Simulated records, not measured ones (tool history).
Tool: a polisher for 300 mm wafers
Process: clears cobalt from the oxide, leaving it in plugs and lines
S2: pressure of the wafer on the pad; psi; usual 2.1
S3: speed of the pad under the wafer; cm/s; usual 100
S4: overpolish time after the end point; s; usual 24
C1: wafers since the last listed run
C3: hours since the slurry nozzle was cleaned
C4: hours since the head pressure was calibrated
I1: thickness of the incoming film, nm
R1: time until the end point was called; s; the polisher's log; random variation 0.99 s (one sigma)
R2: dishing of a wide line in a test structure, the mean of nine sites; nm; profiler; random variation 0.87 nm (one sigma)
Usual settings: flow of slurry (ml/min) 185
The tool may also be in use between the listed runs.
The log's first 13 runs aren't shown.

{"run": 14, "hour": 202.2, "flow of slurry (ml/min)": 165, "S2": 2.1, "S3": 100, "S4": 24, "C1": 109, "wafers polished on this pad": 774, "C3": 170.3, "C4": 37.8, "I1": 289.1, "R1": 50.1, "R2": 49.3}
{"run": 15, "hour": 213.3, "flow of slurry (ml/min)": 165, "S2": 2.1, "S3": 100, "S4": 24, "C1": 134, "wafers polished on this pad": 909, "C3": 181.4, "C4": 48.9, "I1": 296, "R1": 52.1, "R2": 49.3}
{"run": 16, "hour": 227.5, "flow of slurry (ml/min)": 185, "S2": 2.1, "S3": 128, "S4": 24, "C1": 172, "wafers polished on this pad": 1081, "C3": 195.6, "C4": 63.1, "I1": 285.6, "R1": 38.8, "R2": 51.7}
{"hour": 239.1, "done": "worn pad replaced by a new one"}
{"run": 17, "hour": 240.0, "flow of slurry (ml/min)": 145, "S2": 2.1, "S3": 132, "S4": 24, "C1": 103, "wafers polished on this pad": 11, "C3": 208.1, "C4": 75.6, "I1": 285.9, "R1": 37.8, "R2": 51.4}
{"run": 18, "hour": 248.1, "flow of slurry (ml/min)": 185, "S2": 2.1, "S3": 100, "S4": 24, "C1": 98, "wafers polished on this pad": 109, "C3": 216.2, "C4": 83.7, "I1": 287.8, "R1": 49.7, "R2": 48}
{"hour": 256.2, "done": "slurry nozzle cleaned"}
{"run": 19, "hour": 259.8, "flow of slurry (ml/min)": 225, "S2": 1.6, "S3": 80, "S4": 15, "C1": 129, "wafers polished on this pad": 239, "C3": 3.6, "C4": 95.4, "I1": 285.6, "R1": 80.2, "R2": 33.8}
{"run": 20, "hour": 270.4, "flow of slurry (ml/min)": 185, "S2": 2.1, "S3": 100, "S4": 24, "C1": 128, "wafers polished on this pad": 368, "C3": 14.2, "C4": 106, "I1": 293.4, "R1": 50.8, "R2": 49.7}
{"run": 21, "hour": 283.8, "flow of slurry (ml/min)": 185, "S2": 2.1, "S3": 100, "S4": 24, "C1": 162, "wafers polished on this pad": 531, "C3": 27.6, "C4": 119.4, "I1": 290.9, "R1": 49.8, "R2": 49.6}
{"run": 22, "hour": 294.8, "flow of slurry (ml/min)": 210, "S2": 2.1, "S3": 124, "S4": 24, "C1": 133, "wafers polished on this pad": 664, "C3": 38.6, "C4": 130.4, "I1": 285.2, "R1": 39.1, "R2": 51.3}
{"run": 23, "hour": 310.2, "flow of slurry (ml/min)": 125, "S2": 2.1, "S3": 100, "S4": 30, "C1": 187, "wafers polished on this pad": 851, "C3": 54, "C4": 145.8, "I1": 294.7, "R1": 53.3, "R2": 52.1}
{"run": 24, "hour": 318.2, "flow of slurry (ml/min)": 185, "S2": 2.1, "S3": 100, "S4": 24, "C1": 97, "wafers polished on this pad": 948, "C3": 62, "C4": 153.8, "I1": 295.5, "R1": 49.7, "R2": 50.6}
{"hour": 333.8, "done": "worn pad replaced by a new one"}
{"run": 25, "hour": 334.3, "flow of slurry (ml/min)": 185, "S2": 2.7, "S3": 100, "S4": 24, "C1": 146, "wafers polished on this pad": 5, "C3": 78.1, "C4": 169.9, "I1": 293.1, "R1": 38.9, "R2": 51.9}
{"run": 26, "hour": 348.1, "flow of slurry (ml/min)": 185, "S2": 2.1, "S3": 100, "S4": 17, "C1": 167, "wafers polished on this pad": 173, "C3": 91.9, "C4": 183.7, "I1": 293.6, "R1": 51.9, "R2": 45.5}
{"run": 27, "hour": 356.8, "flow of slurry (ml/min)": 200, "S2": 2.1, "S3": 116, "S4": 30, "C1": 105, "wafers polished on this pad": 279, "C3": 100.6, "C4": 192.4, "I1": 292.5, "R1": 44.7, "R2": 52.6}
{"run": 28, "hour": 371.8, "flow of slurry (ml/min)": 185, "S2": 2.1, "S3": 100, "S4": 24, "C1": 182, "wafers polished on this pad": 461, "C3": 115.6, "C4": 207.4, "I1": 286, "R1": 50.2, "R2": 49.2}
{"run": 29, "hour": 378.5, "flow of slurry (ml/min)": 185, "S2": 2.1, "S3": 100, "S4": 24, "C1": 81, "wafers polished on this pad": 542, "C3": 122.3, "C4": 214.1, "I1": 290.2, "R1": 49.5, "R2": 47.6}
{"run": 30, "hour": 387.1, "flow of slurry (ml/min)": 145, "S2": 2.1, "S3": 128, "S4": 29, "C1": 104, "wafers polished on this pad": 647, "C3": 130.9, "C4": 222.7, "I1": 289.2, "R1": 38.9, "R2": 51.8}
{"run": 31, "hour": 395.5, "flow of slurry (ml/min)": 185, "S2": 2.4, "S3": 100, "S4": 29, "C1": 102, "wafers polished on this pad": 749, "C3": 139.3, "C4": 231.1, "I1": 291.7, "R1": 42.5, "R2": 51.5}
{"run": 32, "hour": 409.9, "flow of slurry (ml/min)": 185, "S2": 2.8, "S3": 88, "S4": 24, "C1": 174, "wafers polished on this pad": 923, "C3": 153.7, "C4": 245.5, "I1": 287.7, "R1": 43.1, "R2": 49.7}
{"run": 33, "hour": 425.8, "flow of slurry (ml/min)": 185, "S2": 1.9, "S3": 70, "S4": 24, "C1": 193, "wafers polished on this pad": 1117, "C3": 169.6, "C4": 261.4, "I1": 284.3, "R1": 78.4, "R2": 43.6}
{"run": 34, "hour": 438.5, "flow of slurry (ml/min)": 185, "S2": 2.1, "S3": 100, "S4": 24, "C1": 154, "wafers polished on this pad": 1271, "C3": 182.3, "C4": 274.1, "I1": 290.7, "R1": 51.3, "R2": 50.3}
{"hour": 444.2, "done": "worn pad replaced by a new one"}
{"run": 35, "hour": 446.4, "flow of slurry (ml/min)": 185, "S2": 2.1, "S3": 100, "S4": 30, "C1": 47, "wafers polished on this pad": 27, "C3": 190.2, "C4": 282, "I1": 291.5, "R1": 51.2, "R2": 50.2}
{"run": 36, "hour": 456.9, "flow of slurry (ml/min)": 165, "S2": 2.1, "S3": 118, "S4": 24, "C1": 127, "wafers polished on this pad": 154, "C3": 200.7, "C4": 292.5, "I1": 296.1, "R1": 45.2, "R2": 51.3}

3 ways to go on from here, each from the tool as it stands after run 36. What would each give?
{"run": "A", "hour": 457.3, "flow of slurry (ml/min)": 185, "S2": 2.1, "S3": 134, "S4": 24, "C1": 4, "wafers polished on this pad": 159, "C3": 201.1, "C4": 292.9, "I1": 286.7, "R1": "?", "R2": "?"}
{"run": "B", "hour": 457.3, "flow of slurry (ml/min)": 185, "S2": 1.5, "S3": 124, "S4": 37, "C1": 4, "wafers polished on this pad": 159, "C3": 201.1, "C4": 292.9, "I1": 286.7, "R1": "?", "R2": "?"}
{"run": "C", "hour": 457.3, "flow of slurry (ml/min)": 215, "S2": 2.1, "S3": 100, "S4": 24, "C1": 4, "wafers polished on this pad": 159, "C3": 201.1, "C4": 292.9, "I1": 286.7, "R1": "?", "R2": "?"}

run=A R1=35.8 R2=51.2
run=B R1=54.1 R2=51.5
run=C R1=47.3 R2=49
Without the tool's hidden state the same runs would have given:
run=A R1=35.8 R2=51.2
run=B R1=54.1 R2=51.5
run=C R1=47.3 R2=49

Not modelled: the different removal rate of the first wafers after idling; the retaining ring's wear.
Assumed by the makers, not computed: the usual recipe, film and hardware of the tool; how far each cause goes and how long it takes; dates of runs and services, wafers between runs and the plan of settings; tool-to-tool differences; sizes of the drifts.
